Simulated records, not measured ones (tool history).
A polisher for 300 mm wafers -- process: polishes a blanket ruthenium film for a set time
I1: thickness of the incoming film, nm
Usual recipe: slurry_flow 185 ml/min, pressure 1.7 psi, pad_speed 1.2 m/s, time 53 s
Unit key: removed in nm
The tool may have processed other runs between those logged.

run 1 day=0 | slurry_flow=185 pressure=1.7 pad_speed=1.2 time=44 | I1=563.3 | removed=39.9
-- day=0.954 worn pad replaced by a new one
run 2 day=1.442 | slurry_flow=185 pressure=1.7 pad_speed=1.2 time=44 | I1=573.3 | removed=42.4
run 3 day=2.867 | slurry_flow=185 pressure=1.7 pad_speed=0.96 time=53 | I1=567.5 | removed=41
run 4 day=3.433 | slurry_flow=185 pressure=1.7 pad_speed=0.96 time=53 | I1=572.7 | removed=41.9
run 5 day=4.575 | slurry_flow=185 pressure=1.7 pad_speed=1.2 time=42 | I1=570 | removed=39.7
run 6 day=5.696 | slurry_flow=185 pressure=1.7 pad_speed=1.2 time=53 | I1=570.3 | removed=50.5
run 7 day=6.412 | slurry_flow=185 pressure=1.7 pad_speed=1.2 time=53 | I1=560 | removed=50
run 8 day=7.167 | slurry_flow=235 pressure=1.5 pad_speed=1.2 time=53 | I1=560.9 | removed=45.9
-- day=7.95 worn pad replaced by a new one
run 9 day=8.542 | slurry_flow=235 pressure=1.5 pad_speed=1.2 time=53 | I1=571.3 | removed=52.4
run 10 day=9.646 | slurry_flow=185 pressure=1.7 pad_speed=1.2 time=53 | I1=573.5 | removed=53.2
-- day=9.717 slurry nozzle cleaned
run 11 day=10.879 | slurry_flow=185 pressure=1.7 pad_speed=1.2 time=53 | I1=580 | removed=54.5
run 12 day=11.779 | slurry_flow=185 pressure=1.7 pad_speed=1.2 time=53 | I1=566.3 | removed=53.2
run 13 day=12.308 | slurry_flow=185 pressure=1.7 pad_speed=1.2 time=49 | I1=561.2 | removed=49
run 14 day=13.138 | slurry_flow=185 pressure=1.7 pad_speed=1.2 time=49 | I1=571.9 | removed=49.3
run 15 day=14.421 | slurry_flow=185 pressure=1.7 pad_speed=1.2 time=49 | I1=580 | removed=47.3
-- day=15.092 worn pad replaced by a new one
-- day=15.383 head pressure recalibrated
run 16 day=15.588 | slurry_flow=185 pressure=1.7 pad_speed=1.2 time=53 | I1=570.9 | removed=50.6
run 17 day=16.517 | slurry_flow=185 pressure=1.7 pad_speed=1.2 time=53 | I1=576.7 | removed=51.2
run 18 day=17.908 | slurry_flow=185 pressure=1.7 pad_speed=1.2 time=53 | I1=565.7 | removed=49.7
run 19 day=19.296 | slurry_flow=240 pressure=1.2 pad_speed=1.08 time=38 | I1=563.6 | removed=27.3
run 20 day=20.792 | slurry_flow=220 pressure=1.7 pad_speed=0.82 time=44 | I1=563.5 | removed=28.8
-- day=22.208 slurry nozzle cleaned
-- day=23.371 worn pad replaced by a new one
run 21 day=24.029 | slurry_flow=185 pressure=2.1 pad_speed=1.44 time=61 | I1=560.3 | removed=85.4
run 22 day=25.304 | slurry_flow=125 pressure=1.3 pad_speed=1.36 time=62 | I1=557.5 | removed=55
run 23 day=26.212 | slurry_flow=235 pressure=1.7 pad_speed=1.06 time=70 | I1=574.7 | removed=63.4
run 24 day=27.479 | slurry_flow=185 pressure=1.7 pad_speed=1.2 time=53 | I1=579.1 | removed=53.3
run 25 day=28.096 | slurry_flow=185 pressure=1.4 pad_speed=0.96 time=53 | I1=574.1 | removed=37.6
run 26 day=29.312 | slurry_flow=170 pressure=1.7 pad_speed=1.32 time=60 | I1=562.6 | removed=62.9
run 27 day=30.65 | slurry_flow=220 pressure=1.4 pad_speed=1.36 time=65 | I1=567.9 | removed=64.1
-- day=31.483 worn pad replaced by a new one
-- day=31.646 slurry nozzle cleaned
run 28 day=31.95 | slurry_flow=185 pressure=1.7 pad_speed=1.2 time=53 | I1=560.3 | removed=56
run 29 day=32.45 | slurry_flow=185 pressure=1.2 pad_speed=1.2 time=53 | I1=569.1 | removed=45.2
-- day=32.633 head pressure recalibrated
run 30 day=32.988 | slurry_flow=185 pressure=1.7 pad_speed=1.2 time=45 | I1=568.9 | removed=45.5
run 31 day=34.158 | slurry_flow=220 pressure=1.7 pad_speed=0.82 time=44 | I1=566 | removed=29.9
run 32 day=34.775 | slurry_flow=170 pressure=1.7 pad_speed=1.32 time=60 | I1=574.8 | removed=62.8
run 33 day=35.688 | slurry_flow=185 pressure=1.7 pad_speed=1.2 time=53 | I1=570.8 | removed=51.5
run 34 day=37.075 | slurry_flow=130 pressure=1.7 pad_speed=1.2 time=53 | I1=574.8 | removed=47
run 35 day=38.133 | slurry_flow=130 pressure=1.7 pad_speed=1.2 time=53 | I1=580.7 | removed=45.1
-- day=38.746 worn pad replaced by a new one
run 36 day=38.767 | slurry_flow=220 pressure=2.1 pad_speed=1.06 time=53 | I1=578.1 | removed=57.7
run 37 day=39.246 | slurry_flow=125 pressure=2 pad_speed=1.06 time=38 | I1=571.9 | removed=35.3

Here are 4 independent what-if runs from the current tool condition. What would each one return?
run A day=39.262 | slurry_flow=185 pressure=1.7 pad_speed=1.2 time=53 | I1=567.6 | removed=?
run B day=39.262 | slurry_flow=185 pressure=1.2 pad_speed=1.2 time=37 | I1=567.6 | removed=?
run C day=39.262 | slurry_flow=135 pressure=2.1 pad_speed=1.2 time=53 | I1=567.6 | removed=?
run D day=39.262 | slurry_flow=235 pressure=1.7 pad_speed=1.2 time=53 | I1=567.6 | removed=?

run=A removed=54.9
run=B removed=30.5
run=C removed=60.1
run=D removed=56.7
Without the tool's hidden state the same runs would have given:
run=A removed=53.6
run=B removed=29.8
run=C removed=58.8
run=D removed=55.4
